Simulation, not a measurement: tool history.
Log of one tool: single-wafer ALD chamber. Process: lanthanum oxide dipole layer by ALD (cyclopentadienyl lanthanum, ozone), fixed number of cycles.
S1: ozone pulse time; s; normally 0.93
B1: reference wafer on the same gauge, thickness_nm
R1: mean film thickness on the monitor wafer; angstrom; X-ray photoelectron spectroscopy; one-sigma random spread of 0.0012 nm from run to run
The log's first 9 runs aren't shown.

run 10 day=20.533 | S1=0.8 | B1=0.515 | R1=4.36
run 11 day=23.279 | S1=0.93 | B1=0.514 | R1=4.67
-- day=23.742 gauge calibrated
run 12 day=24.642 | S1=0.71 | B1=0.514 | R1=4.08
run 13 day=27.479 | S1=0.68 | B1=0.514 | R1=3.99
run 14 day=28.721 | S1=1.23 | B1=0.514 | R1=5.09
run 15 day=30.025 | S1=0.65 | B1=0.513 | R1=3.87
-- day=31.138 showerhead replaced
run 16 day=38.917 | S1=1.19 | B1=0.514 | R1=5.07
run 17 day=47.438 | S1=0.8 | B1=0.514 | R1=4.35
run 18 day=49.346 | S1=0.8 | B1=0.514 | R1=4.34
run 19 day=52.038 | S1=0.59 | B1=0.514 | R1=3.63
run 20 day=53.842 | S1=0.78 | B1=0.514 | R1=4.3
run 21 day=55.179 | S1=0.93 | B1=0.514 | R1=4.63
-- day=56.475 ozone generator serviced
run 22 day=57.354 | S1=1.16 | B1=0.514 | R1=5.03
run 23 day=59.058 | S1=0.57 | B1=0.514 | R1=3.58
run 24 day=60.992 | S1=1.08 | B1=0.513 | R1=4.97
run 25 day=62.179 | S1=0.67 | B1=0.514 | R1=4
-- day=63.138 thermocouple changed; heater temperature recalibrated
run 26 day=64.996 | S1=1.27 | B1=0.514 | R1=5.14
run 27 day=67.446 | S1=1.13 | B1=0.514 | R1=5.03
run 28 day=68.883 | S1=0.77 | B1=0.515 | R1=4.3
run 29 day=71.2 | S1=1.26 | B1=0.514 | R1=5.17

Forecast run 30:
run 30 day=72.538 | S1=0.72 | B1=? | R1=?

Run 30 yielded B1 0.514, R1 4.14 angstrom.
Take away the tool's hidden state, keep the run-to-run variation as it was, and the same run would have given R1 4.16 angstrom.

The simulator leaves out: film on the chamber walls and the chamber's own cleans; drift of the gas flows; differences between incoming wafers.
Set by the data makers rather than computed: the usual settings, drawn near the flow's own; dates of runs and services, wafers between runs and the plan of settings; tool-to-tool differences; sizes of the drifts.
